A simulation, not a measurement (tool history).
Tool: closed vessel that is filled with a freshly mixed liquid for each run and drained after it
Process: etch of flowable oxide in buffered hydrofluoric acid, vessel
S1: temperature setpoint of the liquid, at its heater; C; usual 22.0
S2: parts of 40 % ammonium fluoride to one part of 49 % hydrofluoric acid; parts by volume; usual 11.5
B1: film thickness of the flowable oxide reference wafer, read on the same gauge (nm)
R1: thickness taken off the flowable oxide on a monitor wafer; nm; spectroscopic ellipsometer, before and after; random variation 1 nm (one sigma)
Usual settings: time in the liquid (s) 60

run 1 hour=0.0 | S1=19.0 S2=11.5 time_in_the_liquid_(s)=60 | B1=150.01 | R1=103.98
run 2 hour=22.9 | S1=19.0 S2=11.5 time_in_the_liquid_(s)=60 | B1=149.97 | R1=105.33
run 3 hour=53.1 | S1=19.0 S2=11.5 time_in_the_liquid_(s)=60 | B1=149.99 | R1=104.38
run 4 hour=78.5 | S1=22.0 S2=11.5 time_in_the_liquid_(s)=60 | B1=149.99 | R1=121.96
run 5 hour=95.5 | S1=22.0 S2=11.5 time_in_the_liquid_(s)=60 | B1=149.99 | R1=121.93
run 6 hour=129.3 | S1=22.0 S2=11.5 time_in_the_liquid_(s)=60 | B1=150.01 | R1=121.44
run 7 hour=164.1 | S1=22.0 S2=11.5 time_in_the_liquid_(s)=60 | B1=149.99 | R1=122.35
run 8 hour=237.0 | S1=22.0 S2=11.5 time_in_the_liquid_(s)=60 | B1=150.05 | R1=121.58
run 9 hour=265.0 | S1=18.5 S2=11.5 time_in_the_liquid_(s)=60 | B1=149.99 | R1=100.42
run 10 hour=300.0 | S1=22.0 S2=11.5 time_in_the_liquid_(s)=40 | B1=150.03 | R1=81.34
run 11 hour=324.4 | S1=22.0 S2=7.5 time_in_the_liquid_(s)=60 | B1=150.02 | R1=180.49
run 12 hour=344.9 | S1=22.0 S2=11.5 time_in_the_liquid_(s)=60 | B1=149.96 | R1=121.18
-- hour=350.5 gauge calibrated
-- hour=358.9 hydrofluoric acid flow meter replaced
run 13 hour=377.2 | S1=18.5 S2=11.5 time_in_the_liquid_(s)=35 | B1=149.99 | R1=63.22
run 14 hour=412.6 | S1=19.0 S2=9.5 time_in_the_liquid_(s)=90 | B1=150.00 | R1=201.54
-- hour=422.5 thermometer replaced
run 15 hour=441.5 | S1=22.0 S2=11.5 time_in_the_liquid_(s)=60 | B1=150.02 | R1=132.50
run 16 hour=470.8 | S1=22.0 S2=11.5 time_in_the_liquid_(s)=35 | B1=149.98 | R1=77.18
run 17 hour=499.4 | S1=24.0 S2=14.0 time_in_the_liquid_(s)=60 | B1=150.01 | R1=122.56

Run 18 comes next. What will it give?
run 18 hour=529.8 | S1=25.5 S2=13.5 time_in_the_liquid_(s)=45 | B1=? | R1=?

{"run 18": {"B1": 149.99, "R1": 103.32}}
Without the tool's hidden state the same run would have given R1 106.68 nm.
